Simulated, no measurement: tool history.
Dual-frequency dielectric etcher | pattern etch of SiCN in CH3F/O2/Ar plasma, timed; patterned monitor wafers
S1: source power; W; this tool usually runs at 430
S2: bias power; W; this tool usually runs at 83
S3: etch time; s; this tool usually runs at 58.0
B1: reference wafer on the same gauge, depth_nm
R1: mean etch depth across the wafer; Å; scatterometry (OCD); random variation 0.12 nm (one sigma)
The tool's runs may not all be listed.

run   hour   S1   S2    S3     B1     R1
  1    0.0  430   99  58.0  25.59  246.3
  2   23.4  430   99  58.0  25.63  247.5
  3   41.3  430   83  58.0  25.64  234.6
  4   57.6  430   83  58.0  25.61  236.3
  5   70.6  430   83  58.0  25.59  233.6
     108.4  -- upper electrode replaced
  6  108.9  380   83  58.0  25.57  225.5
  7  116.6  380   83  58.0  25.57  225.1
     165.7  -- wet clean of the chamber
  8  166.2  510   83  58.0  25.62  255.7
  9  166.6  510   83  58.0  25.61  254.8
 10  176.1  380   70  48.0  25.58  182.8
 11  194.0  430   83  58.0  25.63  242.8
 12  210.0  530   83  58.0  25.60  257.0
     219.3  -- bias power generator calibrated
 13  224.5  380   83  64.0  25.56  256.9
 14  246.8  460  100  58.0  25.63  258.7
 15  264.8  430   83  47.0  25.61  192.8
     286.7  -- gauge calibrated
 16  331.6  430   66  58.0  25.55  227.3
 17  365.7  390   65  51.0  25.54  191.3
 18  386.6  430  104  58.0  25.61  251.8
 19  407.1  430   83  58.0  25.61  237.3
     424.5  -- source power generator calibrated
 20  429.0  430   83  58.0  25.59  234.2
 21  443.0  530   83  73.5  25.59  318.3
 22  473.6  360   68  43.0  25.62  157.8
 23  492.0  430   83  58.0  25.58  235.1
 24  513.9  510   83  58.0  25.60  244.7
     558.1  -- wet clean of the chamber
 25  558.6  430   68  68.0  25.56  269.0
 26  570.3  340   99  58.0  25.58  234.4
 27  597.1  520   89  66.0  25.59  296.3
 28  628.7  430   72  43.5  25.63  173.1
 29  647.2  480   83  51.5  25.63  221.7

What if the next run were any one of these 5? Each begins from the tool's condition after run 29:
  A  647.6  430  83  51.5   ?   ?
  B  647.6  430  94  58.0   ?   ?
  C  647.6  430  98  58.0   ?   ?
  D  647.6  510  83  63.0   ?   ?
  E  647.6  350  83  71.0   ?   ?

run     B1     R1
  A  25.59  212.7
  B  25.59  247.4
  C  25.59  250.2
  D  25.59  274.8
  E  25.59  275.0
The same runs, with their run-to-run variation unchanged, on a tool lacking any hidden condition would have given:
run     R1
  A  213.7
  B  248.6
  C  251.4
  D  276.2
  E  276.3
